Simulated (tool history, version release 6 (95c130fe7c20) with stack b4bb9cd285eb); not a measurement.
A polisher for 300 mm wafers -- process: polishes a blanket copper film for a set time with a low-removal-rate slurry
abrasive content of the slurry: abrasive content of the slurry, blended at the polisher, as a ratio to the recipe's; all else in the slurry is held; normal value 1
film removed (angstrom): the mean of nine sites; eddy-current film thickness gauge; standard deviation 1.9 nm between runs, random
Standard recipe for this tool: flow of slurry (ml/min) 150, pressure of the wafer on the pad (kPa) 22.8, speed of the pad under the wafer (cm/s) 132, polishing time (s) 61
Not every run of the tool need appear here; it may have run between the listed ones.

| run | hour | flow of slurry (ml/min) | pressure of the wafer on the pad (kPa) | speed of the pad under the wafer (cm/s) | abrasive content of the slurry | polishing time (s) | incoming thickness of the incoming film, nm | film removed (angstrom) |
|---|---|---|---|---|---|---|---|---|
| 1 | 0 | 150 | 22.8 | 132 | 1 | 61 | 755.1 | 2790 |
|  | 13.5 | worn pad replaced by a new one |
| 2 | 14 | 150 | 22.8 | 132 | 1 | 61 | 774.2 | 2938 |
| 3 | 18.8 | 150 | 22.8 | 96 | 1 | 61 | 758.6 | 2266 |
| 4 | 25.6 | 150 | 22.8 | 132 | 1 | 61 | 752.5 | 2906 |
|  | 33.8 | slurry blender recalibrated |
| 5 | 34.3 | 150 | 22.8 | 132 | 1 | 61 | 776 | 2980 |
| 6 | 50.5 | 150 | 22.8 | 132 | 1 | 61 | 758.2 | 2975 |
| 7 | 60.3 | 150 | 22.8 | 132 | 1 | 61 | 758.6 | 2940 |
| 8 | 74.7 | 150 | 22.8 | 132 | 1 | 61 | 772.7 | 2890 |
| 9 | 81 | 150 | 22.8 | 132 | 1 | 61 | 748.7 | 2832 |
| 10 | 87.9 | 150 | 22.8 | 132 | 1 | 61 | 763.8 | 2833 |
| 11 | 97.4 | 150 | 22.8 | 132 | 1 | 61 | 766.7 | 2777 |
| 12 | 104.5 | 150 | 22.8 | 132 | 1 | 50 | 759.7 | 2242 |
| 13 | 112.1 | 150 | 22.8 | 132 | 1 | 50 | 746.2 | 2191 |
|  | 117.9 | worn pad replaced by a new one |
| 14 | 124.5 | 150 | 22.8 | 132 | 1 | 61 | 761.5 | 2892 |
|  | 139.2 | head pressure recalibrated |
| 15 | 139.7 | 190 | 22.8 | 132 | 1.3 | 61 | 767.3 | 3097 |
|  | 150.7 | slurry blender recalibrated |
| 16 | 154.1 | 150 | 22.8 | 132 | 1 | 61 | 765 | 2979 |
| 17 | 166.2 | 120 | 20.7 | 170 | 1 | 61 | 756.7 | 3315 |
| 18 | 178.9 | 150 | 22.8 | 148 | 0.9 | 44 | 762.6 | 2225 |
| 19 | 194.4 | 150 | 22.8 | 132 | 1 | 61 | 746.8 | 2857 |
|  | 201.9 | worn pad replaced by a new one |
| 20 | 207.9 | 150 | 22.8 | 158 | 1 | 61 | 768.6 | 3463 |
| 21 | 221.3 | 180 | 29.6 | 132 | 1 | 76 | 760.1 | 4555 |
|  | 223.6 | slurry nozzle cleaned |
| 22 | 238.2 | 135 | 16.5 | 112 | 1 | 61 | 764.2 | 2014 |
| 23 | 253.4 | 150 | 18.6 | 118 | 1.1 | 50 | 771.5 | 1872 |
| 24 | 265.2 | 150 | 22.8 | 132 | 1 | 61 | 768.1 | 2731 |
|  | 269.2 | slurry blender recalibrated |
| 25 | 274 | 150 | 22.8 | 132 | 1 | 61 | 753.9 | 2890 |
| 26 | 288.1 | 170 | 22.8 | 132 | 1 | 44 | 752.5 | 2060 |

Subtracting, for every run, the result it would have given without the tool's unlogged condition from the measured result gives the following. The same run-to-run variation enters both numbers; the gauge's scatter may not:
Hidden state at play: removal rate lost through wear of the pad, %; slurry flow missing at the pad, %; deviation of the head's pressure from its setpoint, %; abrasive missing from the slurry, %.
| run | film removed (angstrom) |
|---|---|
| 1 | -223 |
| 2 | -101 |
| 3 | -88 |
| 4 | -135 |
| 5 | -34 |
| 6 | -61 |
| 7 | -87 |
| 8 | -137 |
| 9 | -163 |
| 10 | -198 |
| 11 | -250 |
| 12 | -240 |
| 13 | -279 |
| 14 | -150 |
| 15 | -236 |
| 16 | -56 |
| 17 | -94 |
| 18 | -95 |
| 19 | -192 |
| 20 | -85 |
| 21 | -167 |
| 22 | -120 |
| 23 | -168 |
| 24 | -324 |
| 25 | -154 |
| 26 | -154 |
